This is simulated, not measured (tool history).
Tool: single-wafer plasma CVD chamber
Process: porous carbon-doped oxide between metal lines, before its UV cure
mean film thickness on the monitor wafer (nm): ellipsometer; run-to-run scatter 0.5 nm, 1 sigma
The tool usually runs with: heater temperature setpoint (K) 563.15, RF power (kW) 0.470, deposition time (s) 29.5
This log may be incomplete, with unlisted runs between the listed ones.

run	hour	heater temperature setpoint (K)	RF power (kW)	deposition time (s)	read-back reference wafer on the same gauge, thickness_nm	mean film thickness on the monitor wafer (nm)
1	0.0	563.15	0.470	25.8	137.983	141.093
2	42.5	563.15	0.470	27.2	137.958	148.529
3	84.0	563.15	0.470	27.2	137.859	148.954
4	109.6	563.15	0.470	26.7	137.956	146.630
5	139.5	563.15	0.470	26.7	138.086	145.775
6	185.5	563.15	0.470	29.5	138.048	160.319
7	212.1	563.15	0.470	29.5	137.887	159.951
8	245.9	563.15	0.470	29.5	138.009	160.587
9	279.4	563.15	0.510	29.5	138.155	173.247
# hour 293.3: thermocouple changed; heater temperature recalibrated
10	303.5	577.15	0.470	29.5	138.085	140.591
11	345.8	563.15	0.470	29.5	138.053	154.825
12	374.6	570.15	0.470	35.4	137.930	175.054
# hour 382.7: gauge calibrated
# hour 388.5: RF generator calibrated
# hour 447.9: showerhead replaced
13	448.4	552.15	0.530	24.3	138.083	163.969
14	478.0	548.15	0.415	27.1	137.945	149.913
15	528.0	576.15	0.530	26.2	137.903	149.150
16	589.3	563.15	0.470	29.5	137.971	164.774

3 ways to go on from here, each from the tool as it stands after run 16. What would each give?
A	589.7	563.15	0.470	34.9	?	?
B	589.7	576.15	0.555	27.8	?	?
C	589.7	563.15	0.470	31.8	?	?

run	read-back reference wafer on the same gauge, thickness_nm	mean film thickness on the monitor wafer (nm)
A	138.042	193.155
B	138.042	162.729
C	138.042	176.460
Stripped of hidden state, with their random variation kept, the same runs would have yielded:
run	mean film thickness on the monitor wafer (nm)
A	195.664
B	164.851
C	178.752
